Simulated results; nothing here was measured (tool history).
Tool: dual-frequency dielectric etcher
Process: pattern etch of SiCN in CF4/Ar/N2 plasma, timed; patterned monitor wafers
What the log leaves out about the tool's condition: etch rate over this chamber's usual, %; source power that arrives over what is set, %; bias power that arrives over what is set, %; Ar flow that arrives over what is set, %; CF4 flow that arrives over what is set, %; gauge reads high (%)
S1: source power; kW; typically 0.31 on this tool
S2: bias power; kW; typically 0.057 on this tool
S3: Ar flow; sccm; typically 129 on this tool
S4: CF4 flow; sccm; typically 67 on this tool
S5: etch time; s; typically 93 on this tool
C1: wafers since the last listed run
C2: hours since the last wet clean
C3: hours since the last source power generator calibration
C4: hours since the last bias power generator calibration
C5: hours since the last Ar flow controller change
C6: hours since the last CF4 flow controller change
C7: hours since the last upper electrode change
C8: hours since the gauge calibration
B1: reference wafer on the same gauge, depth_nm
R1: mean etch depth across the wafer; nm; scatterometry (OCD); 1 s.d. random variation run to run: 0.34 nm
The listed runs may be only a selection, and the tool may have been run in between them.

{"run": 1, "hour": 0.0, "S1": 0.36, "S2": 0.065, "S3": 129, "S4": 67, "S5": 93, "C1": 0, "C2": 124.4, "C3": 3078.4, "C4": 1382.4, "C5": 2339.4, "C6": 6050.9, "C7": 2925.7, "C8": 672.2, "B1": 60.9, "R1": 62.7}
{"run": 2, "hour": 54.0, "S1": 0.31, "S2": 0.057, "S3": 129, "S4": 67, "S5": 93, "C1": 375, "C2": 178.4, "C3": 3132.4, "C4": 1436.4, "C5": 2393.4, "C6": 6104.9, "C7": 2979.7, "C8": 726.2, "B1": 61, "R1": 53.9}
{"run": 3, "hour": 107.4, "S1": 0.31, "S2": 0.057, "S3": 129, "S4": 67, "S5": 93, "C1": 371, "C2": 231.8, "C3": 3185.8, "C4": 1489.8, "C5": 2446.8, "C6": 6158.3, "C7": 3033.1, "C8": 779.6, "B1": 61.1, "R1": 53.5}
{"run": 4, "hour": 147.1, "S1": 0.31, "S2": 0.057, "S3": 129, "S4": 67, "S5": 93, "C1": 276, "C2": 271.5, "C3": 3225.5, "C4": 1529.5, "C5": 2486.5, "C6": 6198, "C7": 3072.8, "C8": 819.3, "B1": 61, "R1": 53.6}
{"run": 5, "hour": 180.5, "S1": 0.31, "S2": 0.057, "S3": 129, "S4": 67, "S5": 93, "C1": 232, "C2": 304.9, "C3": 3258.9, "C4": 1562.9, "C5": 2519.9, "C6": 6231.4, "C7": 3106.2, "C8": 852.7, "B1": 60.9, "R1": 53.2}
{"run": 6, "hour": 240.1, "S1": 0.31, "S2": 0.057, "S3": 129, "S4": 67, "S5": 93, "C1": 414, "C2": 364.5, "C3": 3318.5, "C4": 1622.5, "C5": 2579.5, "C6": 6291, "C7": 3165.8, "C8": 912.3, "B1": 60.9, "R1": 53}
{"run": 7, "hour": 291.3, "S1": 0.31, "S2": 0.057, "S3": 129, "S4": 67, "S5": 93, "C1": 356, "C2": 415.7, "C3": 3369.7, "C4": 1673.7, "C5": 2630.7, "C6": 6342.2, "C7": 3217, "C8": 963.5, "B1": 61.1, "R1": 53.4}
{"run": 8, "hour": 317.5, "S1": 0.31, "S2": 0.057, "S3": 129, "S4": 67, "S5": 93, "C1": 182, "C2": 441.9, "C3": 3395.9, "C4": 1699.9, "C5": 2656.9, "C6": 6368.4, "C7": 3243.2, "C8": 989.7, "B1": 61.1, "R1": 52.8}
{"hour": 338.5, "done": "source power generator calibrated"}
{"hour": 416.7, "done": "CF4 flow controller replaced"}
{"hour": 424.8, "done": "wet clean of the chamber"}
{"run": 9, "hour": 452.3, "S1": 0.31, "S2": 0.057, "S3": 129, "S4": 67, "S5": 93, "C1": 812, "C2": 27.5, "C3": 113.8, "C4": 1834.7, "C5": 2791.7, "C6": 35.6, "C7": 3378, "C8": 1124.5, "B1": 61, "R1": 54.1}
{"run": 10, "hour": 477.3, "S1": 0.36, "S2": 0.057, "S3": 129, "S4": 67, "S5": 93, "C1": 174, "C2": 52.5, "C3": 138.8, "C4": 1859.7, "C5": 2816.7, "C6": 60.6, "C7": 3403, "C8": 1149.5, "B1": 61, "R1": 60.3}
{"hour": 516.1, "done": "upper electrode replaced"}
{"run": 11, "hour": 523.5, "S1": 0.31, "S2": 0.057, "S3": 129, "S4": 74, "S5": 93, "C1": 154, "C2": 98.7, "C3": 185, "C4": 1905.9, "C5": 2862.9, "C6": 106.8, "C7": 7.4, "C8": 1195.7, "B1": 61, "R1": 55.4}
{"hour": 698.9, "done": "Ar flow controller replaced"}
{"run": 12, "hour": 705.6, "S1": 0.31, "S2": 0.057, "S3": 129, "S4": 62, "S5": 70, "C1": 1225, "C2": 280.8, "C3": 367.1, "C4": 2088, "C5": 6.7, "C6": 288.9, "C7": 189.5, "C8": 1377.8, "B1": 61, "R1": 40.1}
{"hour": 746.5, "done": "bias power generator calibrated"}
{"hour": 747.5, "done": "gauge calibrated"}
{"run": 13, "hour": 769.2, "S1": 0.31, "S2": 0.057, "S3": 104, "S4": 67, "S5": 93, "C1": 414, "C2": 344.4, "C3": 430.7, "C4": 22.7, "C5": 70.3, "C6": 352.5, "C7": 253.1, "C8": 21.7, "B1": 61.2, "R1": 54.8}
{"run": 14, "hour": 823.9, "S1": 0.31, "S2": 0.057, "S3": 129, "S4": 67, "S5": 93, "C1": 380, "C2": 399.1, "C3": 485.4, "C4": 77.4, "C5": 125, "C6": 407.2, "C7": 307.8, "C8": 76.4, "B1": 60.9, "R1": 53.2}
{"run": 15, "hour": 866.9, "S1": 0.35, "S2": 0.057, "S3": 129, "S4": 67, "S5": 86, "C1": 299, "C2": 442.1, "C3": 528.4, "C4": 120.4, "C5": 168, "C6": 450.2, "C7": 350.8, "C8": 119.4, "B1": 60.9, "R1": 53.6}
{"run": 16, "hour": 933.4, "S1": 0.31, "S2": 0.057, "S3": 115, "S4": 60, "S5": 112, "C1": 462, "C2": 508.6, "C3": 594.9, "C4": 186.9, "C5": 234.5, "C6": 516.7, "C7": 417.3, "C8": 185.9, "B1": 61, "R1": 63.6}
{"hour": 977.6, "done": "wet clean of the chamber"}
{"run": 17, "hour": 978.1, "S1": 0.31, "S2": 0.057, "S3": 116, "S4": 67, "S5": 110, "C1": 144, "C2": 0.5, "C3": 639.6, "C4": 231.6, "C5": 279.2, "C6": 561.4, "C7": 462, "C8": 230.6, "B1": 61.1, "R1": 65}
{"run": 18, "hour": 1020.8, "S1": 0.31, "S2": 0.057, "S3": 129, "S4": 67, "S5": 93, "C1": 297, "C2": 43.2, "C3": 682.3, "C4": 274.3, "C5": 321.9, "C6": 604.1, "C7": 504.7, "C8": 273.3, "B1": 60.9, "R1": 54.5}
{"run": 19, "hour": 1046.2, "S1": 0.31, "S2": 0.057, "S3": 129, "S4": 67, "S5": 93, "C1": 176, "C2": 68.6, "C3": 707.7, "C4": 299.7, "C5": 347.3, "C6": 629.5, "C7": 530.1, "C8": 298.7, "B1": 61.1, "R1": 53.7}
{"run": 20, "hour": 1089.9, "S1": 0.31, "S2": 0.057, "S3": 129, "S4": 58, "S5": 93, "C1": 304, "C2": 112.3, "C3": 751.4, "C4": 343.4, "C5": 391, "C6": 673.2, "C7": 573.8, "C8": 342.4, "B1": 61, "R1": 52.7}
{"run": 21, "hour": 1143.7, "S1": 0.31, "S2": 0.057, "S3": 129, "S4": 67, "S5": 93, "C1": 374, "C2": 166.1, "C3": 805.2, "C4": 397.2, "C5": 444.8, "C6": 727, "C7": 627.6, "C8": 396.2, "B1": 61, "R1": 54}

Selected run-to-run steps in R1, each split into two signed amounts: the part the tool would show with no hidden state at all (from settings, incoming material and random variation), and the remainder, which goes to the hidden state together with any gauge scatter not common to the measured and the hidden-state-free results:
Run 8 -> 9: source power generator calibrated, CF4 flow controller replaced, wet clean of the chamber. R1 +1.3 nm: hidden state +1.5, all else -0.2.
Run 11 -> 12: S4 74 -> 62, S5 93 -> 70, Ar flow controller replaced. R1 -15.3 nm: hidden state -0.3, all else -15.
Run 12 -> 13: S3 129 -> 104, S4 62 -> 67, S5 70 -> 93, bias power generator calibrated, gauge calibrated. R1 +14.7 nm: hidden state -0.5, all else +15.2.
Run 16 -> 17: S3 115 -> 116, S4 60 -> 67, S5 112 -> 110, wet clean of the chamber. R1 +1.4 nm: hidden state +1.7, all else -0.3.
